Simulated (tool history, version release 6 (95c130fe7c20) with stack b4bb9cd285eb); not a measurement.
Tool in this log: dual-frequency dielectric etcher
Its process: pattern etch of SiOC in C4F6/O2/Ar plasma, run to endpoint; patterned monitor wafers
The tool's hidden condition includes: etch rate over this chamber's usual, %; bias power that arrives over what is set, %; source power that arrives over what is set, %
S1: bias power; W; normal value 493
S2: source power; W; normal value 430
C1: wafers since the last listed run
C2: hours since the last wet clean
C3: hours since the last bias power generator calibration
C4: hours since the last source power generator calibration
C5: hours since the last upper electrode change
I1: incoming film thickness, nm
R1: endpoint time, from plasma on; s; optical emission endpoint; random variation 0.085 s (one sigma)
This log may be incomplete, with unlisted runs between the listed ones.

run   hour   S1   S2   C1     C2      C3      C4      C5     I1    R1
  1      0  493  430    0  292.8  4806.2  4078.9  4722.7  47.23  14.8
  2   12.9  493  430  251  305.7  4819.1  4091.8  4735.6  47.24  14.6
  3     23  562  430  197  315.8  4829.2  4101.9  4745.7   47.5  14.3
  4   31.8  562  430  171  324.6    4838  4110.7  4754.5  47.06  14.1
  5   48.3  493  460  322  341.1  4854.5  4127.2    4771  47.68  14.6
  6   57.8  493  490  185  350.6    4864  4136.7  4780.5  47.11  14.1
  7   70.3  493  490  244  363.1  4876.5  4149.2    4793  47.29  14.2
     106.4  -- upper electrode replaced, of another model than before
     109.3  -- bias power generator calibrated
  8  109.8  493  490  245  402.6     0.5  4188.7     3.4  47.01  13.6
  9  110.1  493  400    5  402.9     0.8    4189     3.7   47.6  15.1
 10  112.8  493  430   52  405.6     3.5  4191.7     6.4  47.08  14.6
 11  122.2  398  430  183    415    12.9  4201.1    15.8  46.94  14.8
 12  131.9  493  430  189  424.7    22.6  4210.8    25.5  47.27  14.5
 13  145.3  398  430  261  438.1      36  4224.2    38.9  47.19    15
     151.6  -- source power generator calibrated
     172.7  -- wet clean of the chamber
 14  173.2  493  430   54    0.5    63.9    21.6    66.8  46.98  14.8
 15  173.5  590  510    5    0.8    64.2    21.9    67.1  47.72  13.8
 16  173.8  398  430    5    1.1    64.5    22.2    67.4  47.35  15.4
 17  182.1  608  350  162    9.4    72.8    30.5    75.7  47.27  15.7
 18    190  567  390  154   17.3    80.7    38.4    83.6  47.06  15.1
 19  205.3  422  520  298   32.6      96    53.7    98.9  47.06    14
 20  213.3  544  520  156   40.6     104    61.7   106.9  47.21  13.5
 21    250  565  480  716   77.3   140.7    98.4   143.6  46.47  13.7
 22  257.4  493  330  144   84.7   148.1   105.8     151  47.24  16.4
 23  267.1  398  430  189   94.4   157.8   115.5   160.7  47.18    15
 24  274.5  461  490  144  101.8   165.2   122.9   168.1  47.06  14.3
 25  282.4  538  380  154  109.7   173.1   130.8     176  47.12  15.1

Forecast each of these 4 alternatives for the next run:
  A  282.8  493  430   7  110.1  173.5  131.2  176.4  47.36   ?
  B  282.8  544  430   7  110.1  173.5  131.2  176.4  47.36   ?
  C  282.8  387  500   7  110.1  173.5  131.2  176.4  47.36   ?
  D  282.8  381  320   7  110.1  173.5  131.2  176.4  47.36   ?

run    R1
  A  14.7
  B  14.5
  C  14.3
  D  16.9
With the hidden condition removed and each run's random variation left untouched, the same runs would have given:
run    R1
  A  14.9
  B  14.7
  C  14.5
  D  17.2
